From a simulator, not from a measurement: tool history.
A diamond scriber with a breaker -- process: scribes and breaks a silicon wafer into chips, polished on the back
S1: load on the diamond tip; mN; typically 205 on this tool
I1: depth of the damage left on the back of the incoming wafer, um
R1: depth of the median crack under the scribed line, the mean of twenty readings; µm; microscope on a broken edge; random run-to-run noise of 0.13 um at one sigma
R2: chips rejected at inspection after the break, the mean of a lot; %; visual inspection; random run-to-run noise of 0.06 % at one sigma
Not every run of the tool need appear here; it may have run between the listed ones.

run,hour,S1,I1,R1,R2
1,0,205,0.01,6.31,10.44
2,16.8,205,0.03,6.18,10.34
3,32.5,205,0.03,6.15,10.86
4,44.1,205,0.04,6.02,10.46
5,53.9,205,0.03,6.26,10.81
6,65.2,205,0.03,6.2,9.99
7,74.5,184,0.04,5.74,19.1
8,84.2,205,0.05,6.26,11.17
9,92,248,0.03,7.03,2.83
10,100.6,205,0.03,6.16,10.86
11,112.7,205,0.02,6.17,11.04
12,127.7,185,0.03,5.77,17.73
13,140.1,185,0.04,5.75,19.14
14,154.3,185,0.04,5.61,19.27
15,168.6,205,0.02,6.21,12.36
16,186.3,205,0.04,6.25,11.38
17,200.2,205,0.04,5.98,11.08
18,214.8,218,0.04,6.35,8.26
19,222.5,218,0.04,6.38,7.38
20,231.7,218,0.02,6.3,7.75
21,246.3,182,0.04,5.66,19.56

Predict the results of run 22:
# hour 248.4: load on the tip recalibrated
22,262.4,264,0.05,?,?

R1: 7.13 µm
R2: 1.95 %
With the hidden condition absent and the run-to-run variation left alone, this run would have shown R1 8.83 µm, R2 9.14 %.
